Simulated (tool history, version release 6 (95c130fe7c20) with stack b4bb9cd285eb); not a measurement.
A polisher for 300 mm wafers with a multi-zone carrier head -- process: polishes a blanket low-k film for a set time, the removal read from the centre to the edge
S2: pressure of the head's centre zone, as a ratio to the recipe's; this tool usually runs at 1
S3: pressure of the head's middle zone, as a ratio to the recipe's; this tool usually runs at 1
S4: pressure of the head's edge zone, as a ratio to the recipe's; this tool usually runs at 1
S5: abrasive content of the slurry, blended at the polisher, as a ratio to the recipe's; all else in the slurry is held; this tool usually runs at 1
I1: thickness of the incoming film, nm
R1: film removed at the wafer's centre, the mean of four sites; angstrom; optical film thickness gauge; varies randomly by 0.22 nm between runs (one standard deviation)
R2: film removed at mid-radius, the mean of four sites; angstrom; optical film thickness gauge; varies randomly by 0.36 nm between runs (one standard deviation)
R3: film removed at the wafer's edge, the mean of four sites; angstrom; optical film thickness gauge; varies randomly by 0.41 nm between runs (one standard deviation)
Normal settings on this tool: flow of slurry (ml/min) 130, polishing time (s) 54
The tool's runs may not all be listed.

Run 1, day 0: usual settings; I1 788.9. Result: R1 276 angstrom, R2 276 angstrom, R3 273 angstrom.
At day 2.458: worn pad replaced by a new one.
Run 2, day 2.888: usual settings; I1 772.6. Result: R1 290 angstrom, R2 285 angstrom, R3 303 angstrom.
Run 3, day 4.412: usual settings; I1 781.7. Result: R1 288 angstrom, R2 288 angstrom, R3 289 angstrom.
Run 4, day 5.442: usual settings; I1 781.1. Result: R1 288 angstrom, R2 285 angstrom, R3 283 angstrom.
Run 5, day 8.017: usual settings; I1 774.1. Result: R1 284 angstrom, R2 283 angstrom, R3 293 angstrom.
At day 9.129: carrier head's membrane replaced by a new one.
Run 6, day 10.046: usual settings but flow of slurry (ml/min) 150, S2 1.07, S3 0.89; I1 794.9. Result: R1 307 angstrom, R2 254 angstrom, R3 296 angstrom.
Run 7, day 11.679: usual settings but S3 0.88, S5 1.2, polishing time (s) 71; I1 783.5. Result: R1 396 angstrom, R2 353 angstrom, R3 394 angstrom.
At day 12.471: centre zone pressure recalibrated.
At day 14.292: worn pad replaced by a new one.
Run 8, day 14.312: usual settings but polishing time (s) 64; I1 773.9. Result: R1 338 angstrom, R2 339 angstrom, R3 340 angstrom.
At day 15.504: slurry nozzle cleaned.
Run 9, day 16.4: usual settings but S3 1.03; I1 793.2. Result: R1 286 angstrom, R2 290 angstrom, R3 296 angstrom.
Run 10, day 18.167: usual settings; I1 778.7. Result: R1 287 angstrom, R2 284 angstrom, R3 281 angstrom.
Run 11, day 21.025: usual settings but flow of slurry (ml/min) 145; I1 786.8. Result: R1 288 angstrom, R2 284 angstrom, R3 292 angstrom.
Run 12, day 24: usual settings but S2 1.11, S3 0.93; I1 772.9. Result: R1 309 angstrom, R2 263 angstrom, R3 287 angstrom.
At day 25.633: worn pad replaced by a new one.
At day 25.85: edge zone pressure recalibrated.
Run 13, day 26.838: usual settings; I1 782.9. Result: R1 287 angstrom, R2 277 angstrom, R3 285 angstrom.
Run 14, day 28.525: usual settings; I1 774.7. Result: R1 286 angstrom, R2 282 angstrom, R3 289 angstrom.
Run 15, day 29.817: usual settings but S5 1.1; I1 786. Result: R1 296 angstrom, R2 291 angstrom, R3 294 angstrom.
Run 16, day 32.4: usual settings but flow of slurry (ml/min) 150, S4 1.06, polishing time (s) 67; I1 788. Result: R1 357 angstrom, R2 363 angstrom, R3 363 angstrom.
At day 32.742: carrier head's membrane replaced by a new one.
Run 17, day 33.588: usual settings but flow of slurry (ml/min) 90; I1 780. Result: R1 259 angstrom, R2 263 angstrom, R3 272 angstrom.
Run 18, day 34.592: usual settings but flow of slurry (ml/min) 100, S2 0.9; I1 787.9. Result: R1 236 angstrom, R2 267 angstrom, R3 271 angstrom.
At day 35.454: centre zone pressure recalibrated.
Run 19, day 35.962: usual settings; I1 786.8. Result: R1 273 angstrom, R2 267 angstrom, R3 280 angstrom.
At day 36.183: slurry nozzle cleaned.
At day 36.429: worn pad replaced by a new one.
Run 20, day 38.254: usual settings but S5 0.75, polishing time (s) 47; I1 792.5. Result: R1 224 angstrom, R2 220 angstrom, R3 225 angstrom.

5 options for the next run, each taken on its own from the tool as it stands now. Forecast them:
Run A, day 38.271: usual settings; I1 781.5. Result: R1 ?, R2 ?, R3 ?.
Run B, day 38.271: usual settings but S4 0.93, S5 0.75, polishing time (s) 40; I1 781.5. Result: R1 ?, R2 ?, R3 ?.
Run C, day 38.271: usual settings but flow of slurry (ml/min) 105; I1 781.5. Result: R1 ?, R2 ?, R3 ?.
Run D, day 38.271: usual settings but flow of slurry (ml/min) 100, S4 0.91; I1 781.5. Result: R1 ?, R2 ?, R3 ?.
Run E, day 38.271: usual settings but flow of slurry (ml/min) 145, S2 1.08; I1 781.5. Result: R1 ?, R2 ?, R3 ?.

run   R1   R2   R3
  A  282  284  293
  B  186  188  188
  C  270  274  286
  D  268  272  274
  E  311  289  297
Take away the tool's hidden state, keep each run's random variation, and the runs would have read:
run   R1   R2   R3
  A  284  286  295
  B  188  189  190
  C  272  276  288
  D  270  274  276
  E  313  291  299
